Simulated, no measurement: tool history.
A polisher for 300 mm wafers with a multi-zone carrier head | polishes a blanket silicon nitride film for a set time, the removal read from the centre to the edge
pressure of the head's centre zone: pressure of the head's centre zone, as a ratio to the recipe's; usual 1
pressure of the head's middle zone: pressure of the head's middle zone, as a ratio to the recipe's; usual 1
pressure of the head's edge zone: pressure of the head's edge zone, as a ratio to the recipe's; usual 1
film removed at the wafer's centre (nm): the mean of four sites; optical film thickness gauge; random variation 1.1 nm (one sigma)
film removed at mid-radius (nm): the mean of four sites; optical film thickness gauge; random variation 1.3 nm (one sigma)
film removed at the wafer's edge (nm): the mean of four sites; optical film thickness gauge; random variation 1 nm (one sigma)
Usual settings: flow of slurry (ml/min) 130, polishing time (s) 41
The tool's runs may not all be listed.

run,hour,flow of slurry (ml/min),pressure of the head's centre zone,pressure of the head's middle zone,pressure of the head's edge zone,polishing time (s),"incoming thickness of the incoming film, nm",film removed at the wafer's centre (nm),film removed at mid-radius (nm),film removed at the wafer's edge (nm)
1,0,130,0.92,1,1,41,643.3,68.6,76.1,79.6
# hour 14.3: worn pad replaced by a new one
2,14.8,130,1,1,1,41,641.6,73.6,74.1,80.4
3,29,130,1,1,1,41,633.2,72.6,75,79.1
4,41.2,130,1,1,1,41,639.7,72.5,77.4,79.3
5,47.3,105,1,1,1,41,643.9,66.1,66.6,75.4
6,62.5,105,1,1,1,41,645.9,64.8,65.8,73.5
# hour 74.8: carrier head's membrane replaced by a new one
7,79.7,105,1,1,1,41,646.6,65,65.3,73.7
# hour 86.1: worn pad replaced by a new one
8,86.8,130,1,1,1,51,643.2,87.7,88.8,99.1
# hour 89.1: slurry nozzle cleaned
9,93.5,130,1,1,1,51,642.3,106.9,105.5,110.4
10,102,130,1,1,1,51,632.9,105,105.4,107.3
11,112,130,1,1,1,41,642.8,82.1,84.4,85.9

Run 12 comes next. What will it give?
12,119.2,130,1,1,1,36,642.4,?,?,?

Run 12 gave film removed at the wafer's centre (nm) 73.3, film removed at mid-radius (nm) 73.1, film removed at the wafer's edge (nm) 75.4.
Without the tool's hidden state the same run would have given film removed at the wafer's centre (nm) 74, film removed at mid-radius (nm) 73.8, film removed at the wafer's edge (nm) 75.8.

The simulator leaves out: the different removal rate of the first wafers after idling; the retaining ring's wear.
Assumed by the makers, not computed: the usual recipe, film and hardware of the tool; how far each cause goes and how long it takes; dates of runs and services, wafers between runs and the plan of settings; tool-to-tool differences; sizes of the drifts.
